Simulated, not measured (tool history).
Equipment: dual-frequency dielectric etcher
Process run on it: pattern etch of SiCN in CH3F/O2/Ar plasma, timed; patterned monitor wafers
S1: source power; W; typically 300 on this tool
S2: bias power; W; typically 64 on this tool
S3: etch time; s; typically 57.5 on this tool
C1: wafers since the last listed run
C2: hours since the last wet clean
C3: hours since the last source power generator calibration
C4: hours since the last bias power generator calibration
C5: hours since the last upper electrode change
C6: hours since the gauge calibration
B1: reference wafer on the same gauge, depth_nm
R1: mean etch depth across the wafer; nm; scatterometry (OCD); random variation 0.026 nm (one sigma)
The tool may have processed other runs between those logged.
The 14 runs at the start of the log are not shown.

| run | day | S1 | S2 | S3 | C1 | C2 | C3 | C4 | C5 | C6 | B1 | R1 |
|---|---|---|---|---|---|---|---|---|---|---|---|---|
| 15 | 8.508 | 300 | 73 | 47.0 | 85 | 43.7 | 114.2 | 1501.0 | 4981.0 | 121.3 | 19.89 | 14.64 |
| 16 | 8.946 | 300 | 64 | 57.5 | 83 | 54.2 | 124.7 | 1511.5 | 4991.5 | 131.8 | 19.91 | 17.41 |
| 17 | 9.550 | 350 | 73 | 69.0 | 115 | 68.7 | 139.2 | 1526.0 | 5006.0 | 146.3 | 19.89 | 22.34 |
| 18 | 9.962 | 370 | 64 | 46.0 | 79 | 78.6 | 149.1 | 1535.9 | 5015.9 | 156.2 | 19.89 | 14.68 |
|  | 10.350 | bias power generator calibrated |
|  | 11.300 | upper electrode replaced |
| 19 | 11.321 | 230 | 64 | 57.5 | 46 | 111.2 | 181.7 | 23.3 | 0.5 | 188.8 | 19.90 | 16.28 |
| 20 | 11.333 | 300 | 69 | 50.5 | 2 | 111.5 | 182.0 | 23.6 | 0.8 | 189.1 | 19.90 | 15.52 |
| 21 | 11.450 | 300 | 64 | 57.5 | 22 | 114.3 | 184.8 | 26.4 | 3.6 | 191.9 | 19.90 | 17.36 |
| 22 | 11.733 | 300 | 69 | 50.5 | 54 | 121.1 | 191.6 | 33.2 | 10.4 | 198.7 | 19.91 | 15.50 |
| 23 | 12.062 | 300 | 64 | 41.5 | 63 | 129.0 | 199.5 | 41.1 | 18.3 | 206.6 | 19.91 | 12.54 |
| 24 | 14.246 | 300 | 64 | 57.5 | 419 | 181.4 | 251.9 | 93.5 | 70.7 | 259.0 | 19.90 | 17.36 |
| 25 | 14.988 | 360 | 73 | 66.5 | 142 | 199.2 | 269.7 | 111.3 | 88.5 | 276.8 | 19.91 | 21.60 |
| 26 | 15.283 | 300 | 74 | 51.5 | 56 | 206.3 | 276.8 | 118.4 | 95.6 | 283.9 | 19.89 | 16.01 |
| 27 | 15.979 | 260 | 52 | 73.0 | 133 | 223.0 | 293.5 | 135.1 | 112.3 | 300.6 | 19.89 | 20.27 |
| 28 | 16.571 | 380 | 60 | 57.5 | 113 | 237.2 | 307.7 | 149.3 | 126.5 | 314.8 | 19.89 | 18.11 |
| 29 | 17.254 | 380 | 54 | 70.0 | 131 | 253.6 | 324.1 | 165.7 | 142.9 | 331.2 | 19.90 | 21.53 |
| 30 | 17.671 | 300 | 57 | 73.5 | 79 | 263.6 | 334.1 | 175.7 | 152.9 | 341.2 | 19.90 | 21.53 |

What does the tool deliver on the next run?
| 31 | 18.383 | 300 | 64 | 57.5 | 136 | 280.7 | 351.2 | 192.8 | 170.0 | 358.3 | ? | ? |

B1: 19.90
R1: 17.23 nm
Minus the tool's unlogged condition, the same run would have read R1 17.39 nm.
